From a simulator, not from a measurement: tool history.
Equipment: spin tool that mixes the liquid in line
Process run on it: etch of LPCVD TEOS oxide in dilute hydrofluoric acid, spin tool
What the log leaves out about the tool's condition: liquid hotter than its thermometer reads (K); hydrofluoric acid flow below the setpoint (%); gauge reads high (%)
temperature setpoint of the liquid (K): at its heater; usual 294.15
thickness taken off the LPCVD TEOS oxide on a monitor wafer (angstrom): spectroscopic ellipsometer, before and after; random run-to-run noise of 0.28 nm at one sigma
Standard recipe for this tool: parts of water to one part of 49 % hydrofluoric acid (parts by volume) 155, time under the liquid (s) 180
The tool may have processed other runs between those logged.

run	hour	temperature setpoint of the liquid (K)	parts of water to one part of 49 % hydrofluoric acid (parts by volume)	time under the liquid (s)	wafers since the last listed run	hours since the thermometer was replaced	hours since the hydrofluoric acid flow meter was replaced	hours since the gauge calibration	read-back film thickness of the LPCVD TEOS oxide reference wafer, read on the same gauge (nm)	thickness taken off the LPCVD TEOS oxide on a monitor wafer (angstrom)
1	0.0	294.15	155	180	0	1272.1	179.8	244.9	99.99	403.5
2	39.0	294.15	155	180	327	1311.1	218.8	283.9	99.97	402.4
3	134.3	294.15	155	180	800	1406.4	314.1	379.2	100.03	408.2
4	177.4	294.15	135	245	362	1449.5	357.2	422.3	100.00	646.9
# hour 471.2: hydrofluoric acid flow meter replaced
5	495.1	294.15	135	245	2661	1767.2	23.9	740.0	100.02	652.5
6	532.8	294.15	135	245	316	1804.9	61.6	777.7	99.99	654.1
7	606.1	294.15	155	180	616	1878.2	134.9	851.0	100.02	406.6
8	712.7	294.15	155	180	895	1984.8	241.5	957.6	100.03	411.7
9	766.9	294.15	155	180	455	2039.0	295.7	1011.8	99.99	416.5
10	821.3	294.15	210	180	457	2093.4	350.1	1066.2	100.02	290.2
11	895.6	294.15	210	180	624	2167.7	424.4	1140.5	100.00	286.6
# hour 920.4: gauge calibrated
# hour 965.5: thermometer replaced
12	966.0	294.15	210	180	583	0.5	494.8	45.6	100.00	274.0
13	1036.1	290.65	130	90	589	70.6	564.9	115.7	99.98	209.5
# hour 1052.3: hydrofluoric acid flow meter replaced
14	1123.5	294.15	135	180	726	158.0	71.2	203.1	99.98	468.9
15	1181.0	294.15	210	180	483	215.5	128.7	260.6	99.99	274.7
16	1218.0	290.65	130	90	310	252.5	165.7	297.6	99.93	209.4
17	1267.7	292.65	175	100	417	302.2	215.4	347.3	100.05	180.7
18	1318.7	291.65	215	260	428	353.2	266.4	398.3	100.00	353.1
19	1380.3	291.65	155	180	517	414.8	328.0	459.9	100.01	358.1
20	1426.8	294.15	155	180	390	461.3	374.5	506.4	100.00	402.5
21	1489.6	290.15	215	180	527	524.1	437.3	569.2	99.99	230.7
22	1578.7	290.65	155	230	748	613.2	526.4	658.3	100.02	445.3
23	1626.8	296.15	155	115	404	661.3	574.5	706.4	99.99	277.2
24	1705.2	294.15	155	180	658	739.7	652.9	784.8	100.01	400.0
25	1770.4	294.15	155	180	547	804.9	718.1	850.0	99.99	410.1

Table of differences, measured result less the result of that run with no hidden state. Run-to-run variation is the same in both. Gauge scatter possibly is not:
run	thickness taken off the LPCVD TEOS oxide on a monitor wafer (angstrom)
1	+13.0
2	+13.3
3	+14.4
4	+23.9
5	+28.8
6	+29.6
7	+18.7
8	+20.0
9	+20.8
10	+14.3
11	+14.6
12	+1.2
13	+1.5
14	+4.0
15	+2.7
16	+2.4
17	+2.2
18	+4.7
19	+5.4
20	+6.4
21	+4.0
22	+8.9
23	+5.6
24	+9.0
25	+9.8
